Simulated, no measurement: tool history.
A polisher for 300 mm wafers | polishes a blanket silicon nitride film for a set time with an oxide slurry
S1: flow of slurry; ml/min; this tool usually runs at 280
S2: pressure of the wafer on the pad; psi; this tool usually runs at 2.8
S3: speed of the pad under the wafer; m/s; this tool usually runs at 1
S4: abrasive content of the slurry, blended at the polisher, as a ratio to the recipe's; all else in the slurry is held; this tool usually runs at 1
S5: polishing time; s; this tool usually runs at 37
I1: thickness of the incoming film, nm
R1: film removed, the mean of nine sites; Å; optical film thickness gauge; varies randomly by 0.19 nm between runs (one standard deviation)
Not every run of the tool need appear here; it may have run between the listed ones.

run,hour,S1,S2,S3,S4,S5,I1,R1
1,0,280,2.8,1,1,37,584.2,164
# hour 22.2: slurry nozzle cleaned
2,41.2,280,2.8,1,1,37,597.7,167
# hour 169.5: slurry blender recalibrated
3,225.6,280,2.8,1,1,37,587.7,168
4,322.8,280,2.8,1,1,37,583.9,171
# hour 435.5: conditioning disc replaced and pad reconditioned
# hour 542.1: worn pad replaced by a new one
5,542.6,280,2.8,1,1,37,591.8,175
# hour 548.7: head pressure recalibrated
# hour 567.5: slurry nozzle cleaned
# hour 774.4: slurry blender recalibrated
6,851.2,280,2.8,1,1,37,595.1,172
7,931,280,2.8,1,1,37,596.5,171
# hour 983.9: conditioning disc replaced and pad reconditioned
8,1015.1,280,2.8,1,1,37,589.7,174
# hour 1057: worn pad replaced by a new one
# hour 1103: slurry nozzle cleaned
9,1108.5,280,2.8,1,1,37,591,174
10,1199,280,2.8,1,1,37,588.8,174
11,1302.2,280,2.8,1,1,37,596.1,183
# hour 1343.7: slurry blender recalibrated
12,1402.3,280,2.8,1,1,32,589.5,160
# hour 1430.3: head pressure recalibrated
13,1510.2,280,2.8,1,1,32,600.1,139
# hour 1527.6: worn pad replaced by a new one
# hour 1543.3: conditioning disc replaced and pad reconditioned
14,1569.6,370,2.2,1.12,1,42,578.2,159
# hour 1629.8: slurry nozzle cleaned
15,1653.4,230,2.8,0.84,1.2,37,596.5,164
16,1741.3,180,2.8,1,1.15,37,590.5,176
17,1813.1,330,1.9,0.84,1,37,583.8,105
# hour 1900.9: slurry blender recalibrated
18,1906.5,195,2.8,1,1,41,590.7,186
19,1991.1,280,2.8,1,1,37,595.1,173
20,2038.5,280,2.8,1,1,37,589.1,173
21,2074.6,230,2.3,1,1,31,586.3,118
# hour 2079.3: worn pad replaced by a new one
# hour 2114.5: slurry nozzle cleaned
# hour 2143.6: conditioning disc replaced and pad reconditioned
# hour 2150.1: head pressure recalibrated
22,2392.7,255,2.8,1,0.85,41,586.9,160
23,2429.6,280,2.8,1,1,37,595.5,164
# hour 2454.2: slurry blender recalibrated
24,2499.9,280,3.8,1,1,37,593,220
25,2589.3,355,3.3,1,1.25,41,597.1,257
# hour 2628.6: conditioning disc replaced and pad reconditioned
# hour 2630.6: worn pad replaced by a new one
26,2663.2,375,2,1,1,44,592.6,147

3 ways to go on from here, each from the tool as it stands after run 26. What would each give?
A,2663.6,365,2.8,1,1,37,585.2,?
B,2663.6,200,2.8,0.88,1,37,585.2,?
C,2663.6,280,2.8,1,1.2,37,585.2,?

run,R1
A,173
B,156
C,188
What these runs would have given with no unlogged condition in the tool:
run,R1
A,168
B,151
C,183

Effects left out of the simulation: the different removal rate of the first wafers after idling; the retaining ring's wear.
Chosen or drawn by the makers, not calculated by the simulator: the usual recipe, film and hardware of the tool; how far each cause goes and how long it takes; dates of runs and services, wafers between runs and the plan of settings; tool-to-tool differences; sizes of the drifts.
